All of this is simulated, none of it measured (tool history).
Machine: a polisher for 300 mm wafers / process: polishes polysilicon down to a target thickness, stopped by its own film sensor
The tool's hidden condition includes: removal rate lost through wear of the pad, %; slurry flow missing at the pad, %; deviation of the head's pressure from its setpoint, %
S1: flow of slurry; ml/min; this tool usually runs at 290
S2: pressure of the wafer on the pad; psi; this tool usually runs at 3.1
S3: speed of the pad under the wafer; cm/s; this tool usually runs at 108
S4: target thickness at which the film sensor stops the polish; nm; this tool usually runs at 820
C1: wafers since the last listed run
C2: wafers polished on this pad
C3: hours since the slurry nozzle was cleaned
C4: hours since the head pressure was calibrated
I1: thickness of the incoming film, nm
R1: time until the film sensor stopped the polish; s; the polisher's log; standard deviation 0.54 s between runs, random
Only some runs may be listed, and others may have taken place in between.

run,hour,S1,S2,S3,S4,C1,C2,C3,C4,I1,R1
1,0,350,3.1,108,969,0,1175,318.2,589.1,1475.5,49.1
2,19.8,290,3.1,108,820,270,1445,338,608.9,1499.7,66.4
3,45.7,290,3.1,108,820,353,1798,363.9,634.8,1512.5,68.4
4,63.1,290,3.1,108,820,237,2036,381.3,652.2,1509.9,67.6
5,113.6,290,3.1,108,769,689,2725,431.8,702.7,1501.9,73.2
6,144,290,3.1,108,820,414,3140,462.2,733.1,1500.3,67.9
# hour 158.7: slurry nozzle cleaned
# hour 158.9: worn pad replaced by a new one
7,159.2,290,3.1,108,820,191,4,0.5,748.3,1487.5,66.3
8,178.9,290,3.1,108,820,268,273,20.2,768,1484.5,66.6
9,211.8,365,3.1,108,820,448,722,53.1,800.9,1502.2,66.5
10,244.1,290,3.1,108,820,440,1163,85.4,833.2,1508.7,69.6
11,279.9,290,3.1,108,820,488,1651,121.2,869,1482.8,66.7
12,300.8,290,3.1,108,820,285,1936,142.1,889.9,1496.1,68.5
13,336.4,290,3.1,108,820,485,2422,177.7,925.5,1526.5,72.5
# hour 354.7: head pressure recalibrated
14,365.9,290,3.1,108,820,375,2797,207.2,11.2,1496.4,73.4
15,382.8,290,3.5,108,990,230,3028,224.1,28.1,1485.5,47.2
16,404.4,390,2.1,108,713,294,3323,245.7,49.7,1521,127.1
17,423,290,3.1,130,820,253,3577,264.3,68.3,1517.3,67
# hour 442.9: worn pad replaced by a new one
18,443.4,290,3.1,108,820,223,7,284.7,88.7,1474.4,72.1
19,489.1,290,2.7,74,738,623,630,330.4,134.4,1499.6,118.7
20,520.9,290,3.6,108,820,433,1064,362.2,166.2,1512.5,65.1
21,545.3,290,3.1,108,820,332,1397,386.6,190.6,1485.7,72.4
# hour 555.5: head pressure recalibrated, repeated, since the last time left the tool worse
22,573.8,290,2.6,108,820,361,1759,415.1,18.3,1504.1,75.6
23,589.8,290,4.1,108,633,218,1977,431.1,34.3,1497.3,61.2
24,602.2,200,2.3,78,919,169,2146,443.5,46.7,1484.4,87.9
25,618.3,290,3.1,108,639,219,2366,459.6,62.8,1499.7,80.7
26,636.9,330,3.1,108,820,253,2620,478.2,81.4,1477.3,60.7
# hour 663: worn pad replaced by a new one
27,663.5,290,2.7,142,1048,308,6,504.8,108,1511.5,42.3
# hour 671.7: slurry nozzle cleaned
28,683.2,290,2,108,924,255,261,11.5,127.7,1520.1,87.8
29,716,290,3.1,108,820,447,709,44.3,160.5,1499.7,63.7
30,748,225,3.1,108,820,436,1145,76.3,192.5,1513.4,67.9
31,775,335,3.1,128,891,368,1514,103.3,219.5,1519.3,53.8
32,797.2,290,3.1,108,820,302,1817,125.5,241.7,1518.7,65.7
33,816.7,240,2.3,88,885,266,2083,145,261.2,1469.3,84.9
34,845.3,335,3.8,88,940,390,2473,173.6,289.8,1520.8,50.3
35,864.9,290,3.1,130,1009,267,2741,193.2,309.4,1499.9,41.3
36,898.7,290,3.1,108,1047,461,3202,227,343.2,1478.6,41.4
# hour 903.6: worn pad replaced by a new one
37,926.5,290,4.1,78,655,324,313,254.8,371,1496.2,72.8
38,954.2,290,3.1,108,820,378,691,282.5,398.7,1496.8,64.2

Forecast each of these 3 alternatives for the next run:
A,954.6,290,3.1,108,820,5,696,282.9,399.1,1499.8,?
B,954.6,355,3.6,88,955,5,696,282.9,399.1,1499.8,?
C,954.6,330,3.1,108,890,5,696,282.9,399.1,1499.8,?

run,R1
A,63.9
B,48.8
C,56.7
Without the tool's unlogged condition, the same runs would have read:
run,R1
A,62
B,47.4
C,55.1
